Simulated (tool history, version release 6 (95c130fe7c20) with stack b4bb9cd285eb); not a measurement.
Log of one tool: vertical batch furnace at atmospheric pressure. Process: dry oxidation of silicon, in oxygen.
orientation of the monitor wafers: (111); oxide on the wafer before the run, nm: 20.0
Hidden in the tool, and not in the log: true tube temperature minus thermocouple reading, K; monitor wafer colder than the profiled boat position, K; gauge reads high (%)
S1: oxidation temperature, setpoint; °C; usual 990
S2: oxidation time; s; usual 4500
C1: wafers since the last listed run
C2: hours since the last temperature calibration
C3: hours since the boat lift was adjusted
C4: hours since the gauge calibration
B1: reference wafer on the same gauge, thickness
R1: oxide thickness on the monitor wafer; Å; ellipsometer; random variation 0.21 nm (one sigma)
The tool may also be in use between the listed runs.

| run | hour | S1 | S2 | C1 | C2 | C3 | C4 | B1 | R1 |
|---|---|---|---|---|---|---|---|---|---|
| 1 | 0 | 990 | 4500 | 0 | 2765.6 | 963.9 | 253.8 | 67.22 | 795 |
| 2 | 93.8 | 990 | 4500 | 1501 | 2859.4 | 1057.7 | 347.6 | 67.24 | 798.3 |
| 3 | 151.1 | 990 | 4500 | 917 | 2916.7 | 1115 | 404.9 | 67.22 | 794.9 |
| 4 | 217.6 | 990 | 5940 | 1064 | 2983.2 | 1181.5 | 471.4 | 67.21 | 933.1 |
| 5 | 287.7 | 990 | 4500 | 1122 | 3053.3 | 1251.6 | 541.5 | 67.28 | 793.5 |
| 6 | 343.3 | 990 | 4500 | 890 | 3108.9 | 1307.2 | 597.1 | 67.18 | 792.7 |
| 7 | 390.4 | 990 | 4500 | 753 | 3156 | 1354.3 | 644.2 | 67.22 | 791.6 |
| 8 | 458.4 | 990 | 4500 | 1088 | 3224 | 1422.3 | 712.2 | 67.14 | 796 |
| 9 | 533.5 | 990 | 4500 | 1202 | 3299.1 | 1497.4 | 787.3 | 67.22 | 792.7 |
| 10 | 583.3 | 990 | 4500 | 797 | 3348.9 | 1547.2 | 837.1 | 67.19 | 793 |
| 11 | 652.2 | 990 | 4500 | 1102 | 3417.8 | 1616.1 | 906 | 67.18 | 795.1 |
| 12 | 707.6 | 990 | 4500 | 886 | 3473.2 | 1671.5 | 961.4 | 67.26 | 787.1 |
| 13 | 760.8 | 990 | 4500 | 851 | 3526.4 | 1724.7 | 1014.6 | 67.27 | 786.7 |
| 14 | 807.2 | 990 | 5550 | 742 | 3572.8 | 1771.1 | 1061 | 67.18 | 894 |
| 15 | 901.8 | 990 | 5550 | 1514 | 3667.4 | 1865.7 | 1155.6 | 67.19 | 892.1 |
| 16 | 983.4 | 972 | 6270 | 1306 | 3749 | 1947.3 | 1237.2 | 67.23 | 856.5 |
| 17 | 1032.9 | 990 | 4500 | 792 | 3798.5 | 1996.8 | 1286.7 | 67.22 | 788.2 |
| 18 | 1137 | 1011 | 2400 | 1666 | 3902.6 | 2100.9 | 1390.8 | 67.16 | 632 |
| 19 | 1191.3 | 973 | 5790 | 869 | 3956.9 | 2155.2 | 1445.1 | 67.16 | 820.7 |
| 20 | 1292.1 | 998 | 4500 | 1613 | 4057.7 | 2256 | 1545.9 | 67.21 | 827.8 |
| 21 | 1341.8 | 968 | 5940 | 795 | 4107.4 | 2305.7 | 1595.6 | 67.26 | 805.4 |
|  | 1368.2 | boat lift adjusted |
| 22 | 1403.8 | 973 | 4500 | 608 | 4169.4 | 35.6 | 1657.6 | 67.21 | 698.5 |
|  | 1439.7 | gauge calibrated |
| 23 | 1476.6 | 1007 | 5610 | 1165 | 4242.2 | 108.4 | 36.9 | 67.18 | 986 |
|  | 1517.3 | thermocouples replaced and temperature profile calibrated |
| 24 | 1573.2 | 990 | 6690 | 1162 | 55.9 | 205 | 133.5 | 67.18 | 982.6 |
| 25 | 1651.8 | 990 | 4500 | 1258 | 134.5 | 283.6 | 212.1 | 67.2 | 777.7 |
|  | 1728.7 | boat lift adjusted, repeated, since the last time left the tool worse |
| 26 | 1749.6 | 990 | 4500 | 1181 | 232.3 | 20.9 | 309.9 | 67.2 | 801.9 |
| 27 | 1787.2 | 1011 | 3360 | 601 | 269.9 | 58.5 | 347.5 | 67.23 | 771.3 |
| 28 | 1885 | 970 | 3240 | 1565 | 367.7 | 156.3 | 445.3 | 67.22 | 586.2 |
| 29 | 1977.4 | 979 | 2250 | 1479 | 460.1 | 248.7 | 537.7 | 67.18 | 511.3 |
| 30 | 2076.2 | 978 | 3120 | 1581 | 558.9 | 347.5 | 636.5 | 67.23 | 604.7 |
| 31 | 2153.3 | 1012 | 6390 | 1234 | 636 | 424.6 | 713.6 | 67.23 | 1121.8 |

What the log doesn't show, run by run:
true tube temperature minus thermocouple reading, K: 0 in every run
gauge reads high (%): 0 in every run
H1: monitor wafer colder than the profiled boat position, K
| run | H1 |
|---|---|
| 1 | 1.11 |
| 2 | 1.21 |
| 3 | 1.28 |
| 4 | 1.36 |
| 5 | 1.44 |
| 6 | 1.5 |
| 7 | 1.55 |
| 8 | 1.63 |
| 9 | 1.72 |
| 10 | 1.77 |
| 11 | 1.85 |
| 12 | 1.92 |
| 13 | 1.98 |
| 14 | 2.03 |
| 15 | 2.14 |
| 16 | 2.23 |
| 17 | 2.29 |
| 18 | 2.41 |
| 19 | 2.47 |
| 20 | 2.58 |
| 21 | 2.64 |
| 22 | 4.83 |
| 23 | 4.91 |
| 24 | 5.03 |
| 25 | 5.12 |
| 26 | 0.414 |
| 27 | 0.457 |
| 28 | 0.569 |
| 29 | 0.675 |
| 30 | 0.788 |
| 31 | 0.876 |

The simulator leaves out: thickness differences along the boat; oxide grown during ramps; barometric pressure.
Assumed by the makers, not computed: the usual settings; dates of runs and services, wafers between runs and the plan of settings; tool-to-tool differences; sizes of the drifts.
